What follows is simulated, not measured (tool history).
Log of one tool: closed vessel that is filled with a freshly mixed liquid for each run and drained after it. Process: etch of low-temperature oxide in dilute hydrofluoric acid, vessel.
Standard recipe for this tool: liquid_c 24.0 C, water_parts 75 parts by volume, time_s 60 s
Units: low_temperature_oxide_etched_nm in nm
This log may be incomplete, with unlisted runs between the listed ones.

run	hour	liquid_c	water_parts	time_s	read-back film thickness of the low-temperature oxide reference wafer, read on the same gauge (nm)	low_temperature_oxide_etched_nm
1	0.0	24.0	75	70	70.01	36.01
# hour 16.3: gauge calibrated
2	17.3	24.0	75	45	69.99	23.10
3	31.3	24.0	75	45	69.99	23.02
4	42.8	24.0	75	45	69.98	23.04
5	56.3	24.0	75	60	70.01	30.52
6	65.7	24.0	75	60	70.00	30.69
7	77.1	24.0	75	60	69.99	30.67
8	83.9	26.5	75	60	70.00	34.30
# hour 90.4: hydrofluoric acid flow meter replaced
9	90.9	24.0	75	60	69.99	26.98
10	108.2	23.0	75	60	70.00	26.14
11	117.0	23.0	75	60	70.01	26.11
# hour 121.3: thermometer replaced
12	125.2	24.0	75	60	70.02	27.21
13	139.9	24.0	75	60	69.99	27.31
14	152.7	24.0	75	60	69.98	27.03
15	160.7	24.0	75	60	70.01	27.08
16	178.1	27.0	55	80	69.99	57.27
17	193.3	24.0	75	60	70.00	27.27
18	200.7	25.5	35	80	70.00	86.73
19	218.2	19.0	75	60	70.01	22.08
20	226.9	24.0	55	60	70.01	38.55
# hour 233.1: gauge calibrated
21	233.3	22.0	65	95	70.03	46.32
22	240.0	27.0	110	80	70.03	26.70
23	250.1	24.0	75	60	70.00	27.48
24	263.6	19.0	110	75	70.00	18.45
25	276.6	24.0	75	85	70.00	38.63
26	284.0	24.0	75	75	70.01	34.51
27	292.1	24.0	75	60	70.01	27.47

Here are 3 independent what-if runs from the current tool condition. What would each one return?
A	292.8	24.0	100	60	?	?
B	292.8	26.0	75	60	?	?
C	292.8	26.5	110	45	?	?

run	read-back film thickness of the low-temperature oxide reference wafer, read on the same gauge (nm)	low_temperature_oxide_etched_nm
A	70.00	19.92
B	70.00	29.67
C	70.00	14.80
Had the tool no hidden state, the same runs would have come out as:
run	low_temperature_oxide_etched_nm
A	19.20
B	28.62
C	14.25

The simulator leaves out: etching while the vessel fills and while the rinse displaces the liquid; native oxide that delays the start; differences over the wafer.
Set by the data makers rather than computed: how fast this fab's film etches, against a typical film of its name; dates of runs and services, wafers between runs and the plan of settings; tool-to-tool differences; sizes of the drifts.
